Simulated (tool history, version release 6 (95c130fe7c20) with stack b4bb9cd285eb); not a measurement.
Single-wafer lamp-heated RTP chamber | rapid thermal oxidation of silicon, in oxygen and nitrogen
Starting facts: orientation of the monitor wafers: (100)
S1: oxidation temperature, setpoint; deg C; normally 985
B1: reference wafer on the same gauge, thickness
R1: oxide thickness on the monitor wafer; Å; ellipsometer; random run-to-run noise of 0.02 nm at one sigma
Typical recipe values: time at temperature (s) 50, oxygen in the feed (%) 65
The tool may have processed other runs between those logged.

Run 1, hour 0.0: usual settings; B1 4.596. Result: R1 43.38 Å.
Run 2, hour 82.7: usual settings; B1 4.602. Result: R1 43.35 Å.
Run 3, hour 166.4: usual settings; B1 4.598. Result: R1 43.20 Å.
Run 4, hour 282.8: usual settings but S1 1003 deg C, time at temperature (s) 58; B1 4.604. Result: R1 52.83 Å.
Run 5, hour 508.4: usual settings but S1 1003 deg C, time at temperature (s) 58; B1 4.604. Result: R1 53.05 Å.
Run 6, hour 580.2: usual settings; B1 4.600. Result: R1 44.27 Å.
Run 7, hour 642.6: usual settings; B1 4.599. Result: R1 44.25 Å.
Run 8, hour 722.5: usual settings; B1 4.599. Result: R1 44.17 Å.
At hour 802.0: oxygen flow controller replaced.
Run 9, hour 819.0: usual settings; B1 4.604. Result: R1 44.20 Å.
Run 10, hour 921.1: usual settings; B1 4.598. Result: R1 44.28 Å.
Run 11, hour 976.7: usual settings; B1 4.601. Result: R1 44.67 Å.
Run 12, hour 1042.4: usual settings; B1 4.600. Result: R1 44.55 Å.
Run 13, hour 1131.5: usual settings but S1 970 deg C; B1 4.597. Result: R1 40.42 Å.
Run 14, hour 1232.1: usual settings; B1 4.603. Result: R1 44.74 Å.
Run 15, hour 1303.7: usual settings; B1 4.599. Result: R1 44.79 Å.
Run 16, hour 1342.9: usual settings but S1 959 deg C; B1 4.599. Result: R1 37.37 Å.
Run 17, hour 1427.9: usual settings but S1 1002 deg C, time at temperature (s) 58, oxygen in the feed (%) 80; B1 4.600. Result: R1 57.77 Å.
At hour 1481.4: pyrometer window cleaned and pyrometer calibrated.
Run 18, hour 1529.6: usual settings; B1 4.599. Result: R1 43.67 Å.
At hour 1560.4: gauge calibrated.
Run 19, hour 1625.7: usual settings; B1 4.599. Result: R1 43.67 Å.
Run 20, hour 1685.2: usual settings; B1 4.597. Result: R1 43.59 Å.
Run 21, hour 1755.7: usual settings but S1 1001 deg C, time at temperature (s) 70; B1 4.603. Result: R1 56.60 Å.
Run 22, hour 1822.1: usual settings; B1 4.597. Result: R1 43.70 Å.
Run 23, hour 1903.7: usual settings but S1 1006 deg C; B1 4.600. Result: R1 51.08 Å.
Run 24, hour 1979.2: usual settings but time at temperature (s) 36; B1 4.603. Result: R1 38.64 Å.
Run 25, hour 2142.8: usual settings but oxygen in the feed (%) 79; B1 4.603. Result: R1 47.17 Å.
Run 26, hour 2240.3: usual settings but S1 970 deg C, time at temperature (s) 69; B1 4.597. Result: R1 45.42 Å.
Run 27, hour 2334.2: usual settings; B1 4.602. Result: R1 44.42 Å.
Run 28, hour 2399.2: usual settings but S1 1002 deg C, time at temperature (s) 60, oxygen in the feed (%) 38; B1 4.598. Result: R1 45.20 Å.
Run 29, hour 2501.5: usual settings but S1 999 deg C, time at temperature (s) 42; B1 4.597. Result: R1 45.64 Å.
Run 30, hour 2553.0: usual settings; B1 4.594. Result: R1 44.56 Å.

Each run again, without the hidden state but with its own random variation kept:
Unlogged tool condition in this case: true wafer temperature minus pyrometer reading, K; deviation of the oxygen flow from its setpoint, %; gauge reads high (%).
run     R1
  1  43.21
  2  43.11
  3  42.87
  4  52.27
  5  52.22
  6  43.53
  7  43.44
  8  43.29
  9  43.23
 10  43.20
 11  43.53
 12  43.35
 13  39.29
 14  43.35
 15  43.33
 16  36.21
 17  55.64
 18  43.46
 19  43.37
 20  43.23
 21  56.02
 22  43.21
 23  50.39
 24  38.10
 25  46.28
 26  44.46
 27  43.41
 28  44.14
 29  44.45
 30  43.34
